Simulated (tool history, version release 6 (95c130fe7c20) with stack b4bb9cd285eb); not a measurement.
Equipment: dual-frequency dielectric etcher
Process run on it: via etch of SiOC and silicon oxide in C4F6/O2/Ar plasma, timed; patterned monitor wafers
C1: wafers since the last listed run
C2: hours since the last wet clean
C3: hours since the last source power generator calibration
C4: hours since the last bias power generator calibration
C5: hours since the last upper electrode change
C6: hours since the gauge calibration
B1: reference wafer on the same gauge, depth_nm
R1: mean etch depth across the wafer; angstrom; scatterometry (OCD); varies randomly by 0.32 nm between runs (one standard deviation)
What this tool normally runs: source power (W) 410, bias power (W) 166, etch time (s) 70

{"run": 1, "day": 0.0, "source power (W)": 480, "bias power (W)": 166, "etch time (s)": 70, "C1": 0, "C2": 425.5, "C3": 1830.3, "C4": 1244, "C5": 1706.5, "C6": 233.6, "B1": 75.6, "R1": 787}
{"run": 2, "day": 3.038, "source power (W)": 480, "bias power (W)": 166, "etch time (s)": 70, "C1": 1018, "C2": 498.4, "C3": 1903.2, "C4": 1316.9, "C5": 1779.4, "C6": 306.5, "B1": 75.5, "R1": 789}
{"run": 3, "day": 4.996, "source power (W)": 480, "bias power (W)": 166, "etch time (s)": 70, "C1": 656, "C2": 545.4, "C3": 1950.2, "C4": 1363.9, "C5": 1826.4, "C6": 353.5, "B1": 75.5, "R1": 786}
{"day": 7.492, "done": "wet clean of the chamber"}
{"run": 4, "day": 12.35, "source power (W)": 410, "bias power (W)": 166, "etch time (s)": 78, "C1": 2131, "C2": 116.6, "C3": 2126.7, "C4": 1540.4, "C5": 2002.9, "C6": 530, "B1": 75.5, "R1": 841}
{"day": 13.304, "done": "gauge calibrated"}
{"run": 5, "day": 16.529, "source power (W)": 410, "bias power (W)": 166, "etch time (s)": 78, "C1": 1401, "C2": 216.9, "C3": 2227, "C4": 1640.7, "C5": 2103.2, "C6": 77.4, "B1": 75.5, "R1": 839}
{"day": 20.254, "done": "bias power generator calibrated"}
{"run": 6, "day": 20.617, "source power (W)": 410, "bias power (W)": 166, "etch time (s)": 70, "C1": 1315, "C2": 315, "C3": 2325.1, "C4": 8.7, "C5": 2201.3, "C6": 175.5, "B1": 75.5, "R1": 743}
{"run": 7, "day": 23.654, "source power (W)": 370, "bias power (W)": 166, "etch time (s)": 70, "C1": 1018, "C2": 387.9, "C3": 2398, "C4": 81.6, "C5": 2274.2, "C6": 248.4, "B1": 75.5, "R1": 707}
{"run": 8, "day": 26.354, "source power (W)": 370, "bias power (W)": 166, "etch time (s)": 70, "C1": 905, "C2": 452.7, "C3": 2462.8, "C4": 146.4, "C5": 2339, "C6": 313.2, "B1": 75.5, "R1": 706}
{"run": 9, "day": 28.696, "source power (W)": 320, "bias power (W)": 195, "etch time (s)": 50, "C1": 785, "C2": 508.9, "C3": 2519, "C4": 202.6, "C5": 2395.2, "C6": 369.4, "B1": 75.5, "R1": 492}
{"day": 28.979, "done": "source power generator calibrated"}
{"day": 30.571, "done": "upper electrode replaced"}
{"run": 10, "day": 30.833, "source power (W)": 410, "bias power (W)": 206, "etch time (s)": 70, "C1": 325, "C2": 560.2, "C3": 44.5, "C4": 253.9, "C5": 6.3, "C6": 420.7, "B1": 75.5, "R1": 766}
{"run": 11, "day": 33.354, "source power (W)": 380, "bias power (W)": 166, "etch time (s)": 61, "C1": 845, "C2": 620.7, "C3": 105, "C4": 314.4, "C5": 66.8, "C6": 481.2, "B1": 75.5, "R1": 615}
{"run": 12, "day": 35.292, "source power (W)": 450, "bias power (W)": 126, "etch time (s)": 70, "C1": 649, "C2": 667.2, "C3": 151.5, "C4": 360.9, "C5": 113.3, "C6": 527.7, "B1": 75.5, "R1": 710}
{"day": 37.4, "done": "gauge calibrated"}
{"day": 37.904, "done": "wet clean of the chamber"}
{"run": 13, "day": 37.925, "source power (W)": 360, "bias power (W)": 126, "etch time (s)": 70, "C1": 547, "C2": 0.5, "C3": 214.7, "C4": 424.1, "C5": 176.5, "C6": 12.6, "B1": 75.5, "R1": 684}
{"run": 14, "day": 42.329, "source power (W)": 410, "bias power (W)": 166, "etch time (s)": 70, "C1": 1477, "C2": 106.2, "C3": 320.4, "C4": 529.8, "C5": 282.2, "C6": 118.3, "B1": 75.5, "R1": 754}
{"run": 15, "day": 45.567, "source power (W)": 410, "bias power (W)": 166, "etch time (s)": 70, "C1": 1086, "C2": 183.9, "C3": 398.1, "C4": 607.5, "C5": 359.9, "C6": 196, "B1": 75.5, "R1": 748}
{"run": 16, "day": 47.446, "source power (W)": 340, "bias power (W)": 166, "etch time (s)": 70, "C1": 630, "C2": 229, "C3": 443.2, "C4": 652.6, "C5": 405, "C6": 241.1, "B1": 75.5, "R1": 695}
{"run": 17, "day": 50.417, "source power (W)": 410, "bias power (W)": 198, "etch time (s)": 54, "C1": 996, "C2": 300.3, "C3": 514.5, "C4": 723.9, "C5": 476.3, "C6": 312.4, "B1": 75.5, "R1": 590}

Below, each run's measurement less what the same run would have read without the hidden state. Both values contain the same run-to-run variation, but the gauge's scatter may not be the same in both:
Hidden state at play: etch rate over this chamber's usual, %; source power that arrives over what is set, %; bias power that arrives over what is set, %; gauge reads high (%).
run=1 R1=-19
run=2 R1=-23
run=3 R1=-26
run=4 R1=-7
run=5 R1=-12
run=6 R1=-15
run=7 R1=-18
run=8 R1=-20
run=9 R1=-16
run=10 R1=-28
run=11 R1=-25
run=12 R1=-31
run=13 R1=-3
run=14 R1=-9
run=15 R1=-12
run=16 R1=-13
run=17 R1=-15

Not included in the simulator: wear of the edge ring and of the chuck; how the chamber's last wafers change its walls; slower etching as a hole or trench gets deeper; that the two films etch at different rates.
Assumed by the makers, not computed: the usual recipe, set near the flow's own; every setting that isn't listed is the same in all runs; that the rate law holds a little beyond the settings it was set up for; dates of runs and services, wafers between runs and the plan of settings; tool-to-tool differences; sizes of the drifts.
